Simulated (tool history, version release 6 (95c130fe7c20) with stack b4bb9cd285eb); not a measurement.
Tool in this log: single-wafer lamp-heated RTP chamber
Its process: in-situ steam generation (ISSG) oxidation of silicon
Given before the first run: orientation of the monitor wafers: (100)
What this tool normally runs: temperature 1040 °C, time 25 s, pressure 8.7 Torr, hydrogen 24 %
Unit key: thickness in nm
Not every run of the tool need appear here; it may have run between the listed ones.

run   hour  temperature  time  pressure  hydrogen  wafers since the last listed run  wafers since the last pyrometer calibration  hours since the pressure gauge was zeroed  hours since the hydrogen flow controller was replaced  hours since the gauge calibration  read-back reference wafer on the same gauge, thickness  thickness
  1      0         1040    25       8.7        20                                 0                                         1309                                     3514.3                                                 3417.1                              140.7                                                    6.46      7.295
  2   20.5         1026    25       8.7        24                               339                                         1648                                     3534.8                                                 3437.6                              161.2                                                   6.459      7.104
  3   53.6         1040    25       8.7        27                               547                                         2196                                     3567.9                                                 3470.7                              194.3                                                   6.465      7.867
  4   83.9         1040    25       8.7        27                               501                                         2697                                     3598.2                                                   3501                              224.6                                                   6.458      7.873
  5  114.4         1040    25       8.7        24                               504                                         3202                                     3628.7                                                 3531.5                              255.1                                                   6.459      7.697
  6  147.4         1040    25       8.7        24                               546                                         3748                                     3661.7                                                 3564.5                              288.1                                                   6.463      7.658
     149.8  -- gauge calibrated
  7  167.9         1040    25       8.7        24                               339                                         4087                                     3682.2                                                   3585                               18.1                                                   6.452      7.712
  8    200         1040    25       8.7        24                               531                                         4618                                     3714.3                                                 3617.1                               50.2                                                   6.462      7.673
  9  220.7         1040    25       8.7        24                               342                                         4961                                       3735                                                 3637.8                               70.9                                                   6.463      7.697
 10  251.7         1040    25       8.7        32                               512                                         5474                                       3766                                                 3668.8                              101.9                                                   6.464       8.27
     275.3  -- hydrogen flow controller replaced
     283.3  -- pressure gauge zeroed
 11  283.8         1051    25       8.2        24                               266                                         5740                                        0.5                                                    8.5                                134                                                   6.458      8.202
 12  284.2         1028    21       7.4        28                                 6                                         5747                                        0.9                                                    8.9                              134.4                                                   6.461      6.918
 13  314.8         1032    25       7.8        24                               506                                         6253                                       31.5                                                   39.5                                165                                                   6.461      7.418
     329.9  -- pyrometer window cleaned and pyrometer calibrated
 14  347.3         1040    25       8.7        24                               405                                          287                                         64                                                     72                              197.5                                                   6.465      7.633
 15  364.8         1049    22       9.9        30                               289                                          576                                       81.5                                                   89.5                                215                                                   6.458      7.726
 16  391.4         1040    25       8.7        24                               440                                         1017                                      108.1                                                  116.1                              241.6                                                   6.461      7.599
 17  410.3         1052    34       8.7        29                               312                                         1329                                        127                                                    135                              260.5                                                   6.456     10.048
 18  433.4         1029    35       8.7        27                               382                                         1712                                      150.1                                                  158.1                              283.6                                                   6.469      8.814

What if the next run were any one of these 3? Each begins from the tool's condition after run 18:
  A  433.8         1040    25       8.7        24                                 6                                         1718                                      150.5                                                  158.5                                284                                                       ?          ?
  B  433.8         1050    25       8.7        28                                 6                                         1718                                      150.5                                                  158.5                                284                                                       ?          ?
  C  433.8         1040    18       8.7        32                                 6                                         1718                                      150.5                                                  158.5                                284                                                       ?          ?

run  read-back reference wafer on the same gauge, thickness  thickness
  A                                                   6.463      7.663
  B                                                   6.463      8.398
  C                                                   6.463      6.961
Take away the tool's hidden state, keep each run's random variation, and the runs would have read:
run  thickness
  A      7.642
  B      8.373
  C      6.943
